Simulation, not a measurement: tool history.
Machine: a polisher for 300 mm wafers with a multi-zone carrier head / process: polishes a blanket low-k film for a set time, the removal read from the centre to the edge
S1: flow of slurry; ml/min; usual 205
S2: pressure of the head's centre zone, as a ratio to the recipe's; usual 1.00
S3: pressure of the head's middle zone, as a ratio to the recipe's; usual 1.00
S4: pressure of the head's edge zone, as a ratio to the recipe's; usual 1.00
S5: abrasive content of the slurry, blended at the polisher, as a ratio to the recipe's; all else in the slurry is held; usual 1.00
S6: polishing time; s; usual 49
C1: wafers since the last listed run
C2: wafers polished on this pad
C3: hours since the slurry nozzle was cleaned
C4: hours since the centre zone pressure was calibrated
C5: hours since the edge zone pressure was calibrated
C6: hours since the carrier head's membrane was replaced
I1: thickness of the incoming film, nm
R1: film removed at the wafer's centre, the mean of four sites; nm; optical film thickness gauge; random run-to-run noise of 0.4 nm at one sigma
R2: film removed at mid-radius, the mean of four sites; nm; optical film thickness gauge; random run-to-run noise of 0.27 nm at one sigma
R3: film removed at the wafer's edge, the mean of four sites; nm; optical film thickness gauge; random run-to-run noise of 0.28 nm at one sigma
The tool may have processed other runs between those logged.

run	hour	S1	S2	S3	S4	S5	S6	C1	C2	C3	C4	C5	C6	I1	R1	R2	R3
1	0.0	205	1.00	1.08	1.00	1.00	57	0	898	419.6	104.8	36.4	1702.6	610.6	30.2	30.5	29.1
2	21.5	205	1.00	1.08	1.00	1.00	57	198	1096	441.1	126.3	57.9	1724.1	596.5	28.7	31.1	29.1
3	51.8	205	1.00	1.08	1.00	1.00	57	279	1375	471.4	156.6	88.2	1754.4	607.4	28.3	30.1	27.8
4	86.8	205	1.00	1.00	0.89	0.90	49	322	1697	506.4	191.6	123.2	1789.4	605.8	23.1	23.0	21.9
5	107.4	155	1.05	1.00	0.93	1.00	49	189	1887	527.0	212.2	143.8	1810.0	622.5	24.3	22.7	22.3
6	135.7	205	1.00	0.92	1.00	1.00	49	260	2148	555.3	240.5	172.1	1838.3	606.7	23.3	21.9	23.5
# hour 138.5: slurry nozzle cleaned
# hour 156.3: worn pad replaced by a new one, of another model than before
7	165.4	205	1.00	1.00	0.94	1.00	56	227	83	26.9	270.2	201.8	1868.0	618.9	31.0	31.0	30.0
8	179.3	205	1.00	1.00	1.00	1.00	49	128	212	40.8	284.1	215.7	1881.9	614.5	26.7	26.9	26.2
9	278.7	205	1.00	1.00	1.00	1.00	49	915	1127	140.2	383.5	315.1	1981.3	607.6	25.3	25.0	25.5
# hour 285.1: edge zone pressure recalibrated
10	294.6	160	1.00	0.89	1.00	1.00	49	128	1255	156.1	399.4	9.5	1997.2	605.4	24.1	23.0	24.4
11	321.7	205	1.08	1.00	1.00	1.00	49	249	1505	183.2	426.5	36.6	2024.3	604.0	26.4	25.2	24.8
12	335.2	205	1.00	1.00	1.00	1.00	49	124	1629	196.7	440.0	50.1	2037.8	621.7	25.0	24.8	24.5
13	366.7	230	1.00	1.08	1.12	1.15	49	290	1920	228.2	471.5	81.6	2069.3	614.7	25.6	27.4	26.8
# hour 383.2: carrier head's membrane replaced by a new one
# hour 391.9: worn pad replaced by a new one
14	402.3	205	1.00	1.00	1.00	1.00	49	245	95	263.8	507.1	117.2	19.1	613.0	26.8	27.1	27.1
15	422.5	205	1.04	1.00	1.00	1.00	49	186	281	284.0	527.3	137.4	39.3	617.4	28.2	26.7	26.7
16	447.5	205	1.00	1.00	0.88	1.00	49	230	512	309.0	552.3	162.4	64.3	612.1	25.9	26.0	25.6
# hour 505.5: centre zone pressure recalibrated
17	531.1	205	1.00	1.00	1.00	1.00	36	751	1264	392.6	25.6	246.0	147.9	600.5	18.7	18.8	18.3
18	544.2	230	1.00	1.08	1.00	0.75	49	120	1384	405.7	38.7	259.1	161.0	607.6	22.0	23.2	21.8
19	557.2	205	1.11	1.00	1.00	1.00	49	119	1504	418.7	51.7	272.1	174.0	613.7	27.5	24.5	24.9
# hour 573.7: edge zone pressure recalibrated
20	591.6	205	1.00	1.00	1.00	1.00	49	298	1803	453.1	86.1	17.9	208.4	609.6	24.6	23.9	24.4
21	618.2	205	1.05	1.00	1.00	1.00	36	245	2048	479.7	112.7	44.5	235.0	603.7	18.6	17.4	17.6
# hour 656.5: worn pad replaced by a new one
22	700.8	205	1.00	1.00	1.00	1.00	49	724	407	562.3	195.3	127.1	317.6	612.6	26.6	26.6	26.3

4 ways to go on from here, each from the tool as it stands after run 22. What would each give?
A	701.2	205	1.00	1.00	1.00	1.00	49	3	411	562.7	195.7	127.5	318.0	611.0	?	?	?
B	701.2	205	1.00	0.93	1.00	0.70	49	3	411	562.7	195.7	127.5	318.0	611.0	?	?	?
C	701.2	205	1.00	1.00	1.06	1.00	42	3	411	562.7	195.7	127.5	318.0	611.0	?	?	?
D	701.2	180	1.00	1.00	0.93	1.25	49	3	411	562.7	195.7	127.5	318.0	611.0	?	?	?

run	R1	R2	R3
A	26.6	26.1	26.5
B	22.5	21.0	22.4
C	22.8	22.4	23.3
D	28.7	28.2	28.0
With the hidden condition removed and each run's random variation left untouched, the same runs would have given:
run	R1	R2	R3
A	27.4	26.9	27.3
B	23.1	21.6	23.1
C	23.5	23.0	24.0
D	29.6	29.1	28.8

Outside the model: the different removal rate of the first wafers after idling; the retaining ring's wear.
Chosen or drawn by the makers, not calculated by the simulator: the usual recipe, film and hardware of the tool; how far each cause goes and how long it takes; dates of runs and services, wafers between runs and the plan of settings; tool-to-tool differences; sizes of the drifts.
